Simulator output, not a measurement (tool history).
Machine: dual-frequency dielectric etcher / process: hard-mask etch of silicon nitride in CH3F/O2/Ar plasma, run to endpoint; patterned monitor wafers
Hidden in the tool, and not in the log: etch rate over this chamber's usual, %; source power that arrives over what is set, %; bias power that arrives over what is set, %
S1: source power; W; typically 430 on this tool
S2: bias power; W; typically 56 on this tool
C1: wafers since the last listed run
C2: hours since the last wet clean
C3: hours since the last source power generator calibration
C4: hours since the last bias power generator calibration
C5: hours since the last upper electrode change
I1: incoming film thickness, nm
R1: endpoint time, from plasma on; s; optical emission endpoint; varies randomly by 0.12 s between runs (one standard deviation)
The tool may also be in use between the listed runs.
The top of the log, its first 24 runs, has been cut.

| run | hour | S1 | S2 | C1 | C2 | C3 | C4 | C5 | I1 | R1 |
|---|---|---|---|---|---|---|---|---|---|---|
| 25 | 616.7 | 520 | 63 | 148 | 187.3 | 217.4 | 103.6 | 143.2 | 29.50 | 37.5 |
| 26 | 637.0 | 400 | 60 | 159 | 207.6 | 237.7 | 123.9 | 163.5 | 29.24 | 41.4 |
| 27 | 669.6 | 340 | 48 | 255 | 240.2 | 270.3 | 156.5 | 196.1 | 29.13 | 46.2 |
| 28 | 696.9 | 480 | 45 | 213 | 267.5 | 297.6 | 183.8 | 223.4 | 29.36 | 41.4 |
| 29 | 719.9 | 540 | 56 | 180 | 290.5 | 320.6 | 206.8 | 246.4 | 28.86 | 36.9 |
| 30 | 746.6 | 490 | 67 | 209 | 317.2 | 347.3 | 233.5 | 273.1 | 29.20 | 36.7 |
| 31 | 771.1 | 490 | 70 | 191 | 341.7 | 371.8 | 258.0 | 297.6 | 29.17 | 36.2 |
| 32 | 785.4 | 360 | 42 | 112 | 356.0 | 386.1 | 272.3 | 311.9 | 29.19 | 46.5 |
| 33 | 814.8 | 430 | 53 | 230 | 385.4 | 415.5 | 301.7 | 341.3 | 29.18 | 41.1 |

Alternative continuations, all from the tool just after run 33; predict every row:
| A | 815.2 | 430 | 62 | 3 | 385.8 | 415.9 | 302.1 | 341.7 | 29.25 | ? |
| B | 815.2 | 400 | 52 | 3 | 385.8 | 415.9 | 302.1 | 341.7 | 29.25 | ? |
| C | 815.2 | 530 | 51 | 3 | 385.8 | 415.9 | 302.1 | 341.7 | 29.25 | ? |
| D | 815.2 | 370 | 68 | 3 | 385.8 | 415.9 | 302.1 | 341.7 | 29.25 | ? |
| E | 815.2 | 380 | 64 | 3 | 385.8 | 415.9 | 302.1 | 341.7 | 29.25 | ? |

| run | R1 |
|---|---|
| A | 39.6 |
| B | 42.7 |
| C | 38.4 |
| D | 40.9 |
| E | 41.2 |
Without the tool's unlogged condition, the same runs would have read:
| run | R1 |
|---|---|
| A | 40.5 |
| B | 43.7 |
| C | 39.3 |
| D | 41.8 |
| E | 42.1 |

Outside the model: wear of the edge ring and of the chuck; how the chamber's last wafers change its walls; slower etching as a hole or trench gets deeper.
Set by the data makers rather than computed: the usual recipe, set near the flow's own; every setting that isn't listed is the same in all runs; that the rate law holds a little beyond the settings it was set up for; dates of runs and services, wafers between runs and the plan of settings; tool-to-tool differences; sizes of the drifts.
